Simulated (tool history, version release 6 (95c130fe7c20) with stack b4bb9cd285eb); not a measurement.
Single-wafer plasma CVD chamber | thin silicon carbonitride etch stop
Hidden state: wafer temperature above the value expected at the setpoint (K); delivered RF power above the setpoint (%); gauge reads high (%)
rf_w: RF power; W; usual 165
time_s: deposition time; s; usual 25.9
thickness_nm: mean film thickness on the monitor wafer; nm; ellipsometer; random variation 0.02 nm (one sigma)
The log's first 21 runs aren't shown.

| run | hour | rf_w | time_s | wafers since the last listed run | hours since the last thermocouple change | hours since the last RF generator calibration | hours since the showerhead was replaced | hours since the gauge calibration | read-back reference wafer on the same gauge, thickness_nm | thickness_nm |
|---|---|---|---|---|---|---|---|---|---|---|
| 22 | 1658.4 | 165 | 25.9 | 765 | 2464.4 | 210.1 | 621.7 | 449.6 | 10.898 | 13.243 |
|  | 1739.7 | thermocouple changed; heater temperature recalibrated |
| 23 | 1761.4 | 140 | 31.1 | 1841 | 21.7 | 313.1 | 724.7 | 552.6 | 10.897 | 15.107 |
| 24 | 1837.6 | 165 | 25.9 | 1477 | 97.9 | 389.3 | 800.9 | 628.8 | 10.903 | 13.264 |
| 25 | 1903.9 | 155 | 28.5 | 1285 | 164.2 | 455.6 | 867.2 | 695.1 | 10.903 | 14.286 |
| 26 | 1986.5 | 140 | 24.1 | 1601 | 246.8 | 538.2 | 949.8 | 777.7 | 10.894 | 11.709 |
| 27 | 2043.6 | 190 | 23.0 | 1106 | 303.9 | 595.3 | 1006.9 | 834.8 | 10.903 | 12.266 |
| 28 | 2150.1 | 185 | 22.1 | 2064 | 410.4 | 701.8 | 1113.4 | 941.3 | 10.903 | 11.668 |
| 29 | 2218.3 | 185 | 21.9 | 1321 | 478.6 | 770.0 | 1181.6 | 1009.5 | 10.896 | 11.563 |
| 30 | 2278.1 | 180 | 27.5 | 1159 | 538.4 | 829.8 | 1241.4 | 1069.3 | 10.902 | 14.362 |
| 31 | 2521.8 | 165 | 22.6 | 4723 | 782.1 | 1073.5 | 1485.1 | 1313.0 | 10.900 | 11.469 |
|  | 2530.8 | RF generator calibrated |
|  | 2576.5 | gauge calibrated |
| 32 | 2596.6 | 185 | 22.4 | 1294 | 856.9 | 65.8 | 1559.9 | 20.1 | 10.901 | 11.913 |
| 33 | 2662.5 | 135 | 27.4 | 1277 | 922.8 | 131.7 | 1625.8 | 86.0 | 10.897 | 13.222 |
| 34 | 2723.4 | 175 | 27.4 | 1180 | 983.7 | 192.6 | 1686.7 | 146.9 | 10.899 | 14.298 |

5 ways to go on from here, each from the tool as it stands after run 34. What would each give?
| A | 2723.8 | 165 | 29.1 | 7 | 984.1 | 193.0 | 1687.1 | 147.3 | ? | ? |
| B | 2723.8 | 175 | 25.9 | 7 | 984.1 | 193.0 | 1687.1 | 147.3 | ? | ? |
| C | 2723.8 | 135 | 27.7 | 7 | 984.1 | 193.0 | 1687.1 | 147.3 | ? | ? |
| D | 2723.8 | 155 | 23.1 | 7 | 984.1 | 193.0 | 1687.1 | 147.3 | ? | ? |
| E | 2723.8 | 150 | 22.5 | 7 | 984.1 | 193.0 | 1687.1 | 147.3 | ? | ? |

| run | read-back reference wafer on the same gauge, thickness_nm | thickness_nm |
|---|---|---|
| A | 10.901 | 14.917 |
| B | 10.901 | 13.523 |
| C | 10.901 | 13.331 |
| D | 10.901 | 11.612 |
| E | 10.901 | 11.194 |
Without the tool's hidden state the same runs would have given:
| run | thickness_nm |
|---|---|
| A | 14.965 |
| B | 13.566 |
| C | 13.374 |
| D | 11.649 |
| E | 11.230 |

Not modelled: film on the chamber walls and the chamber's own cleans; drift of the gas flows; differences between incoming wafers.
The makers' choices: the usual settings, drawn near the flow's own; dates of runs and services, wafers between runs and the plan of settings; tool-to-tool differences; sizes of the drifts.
